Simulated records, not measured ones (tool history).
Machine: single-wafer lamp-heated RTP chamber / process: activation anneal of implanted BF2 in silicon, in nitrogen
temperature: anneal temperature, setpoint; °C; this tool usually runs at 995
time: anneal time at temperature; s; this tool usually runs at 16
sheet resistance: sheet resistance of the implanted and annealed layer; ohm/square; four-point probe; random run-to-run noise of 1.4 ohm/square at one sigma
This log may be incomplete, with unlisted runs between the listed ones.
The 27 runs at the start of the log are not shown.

run	hour	temperature	time	read-back reference wafer on the same gauge, sheet resistance	sheet resistance
28	393.5	995	16	332.47	373.51
29	409.3	1004	24	332.11	342.89
30	426.6	1023	16	332.02	333.15
31	439.9	981	20	331.65	387.27
32	451.4	982	13	331.67	413.16
33	460.6	995	16	332.03	371.25
34	472.3	987	20	332.18	373.82
35	483.3	995	16	331.76	370.17
36	495.8	995	16	331.87	368.53
37	511	1017	20	331.9	327
38	518.5	1017	7	332.02	376.51

Here are 3 independent what-if runs from the current tool condition. What would each one return?
A	518.9	995	12	?	?
B	518.9	973	24	?	?
C	518.9	995	9	?	?

run	read-back reference wafer on the same gauge, sheet resistance	sheet resistance
A	331.76	381
B	331.76	390.72
C	331.76	400.72
What these runs would have given with no unlogged condition in the tool:
run	sheet resistance
A	394.54
B	410.18
C	416.4
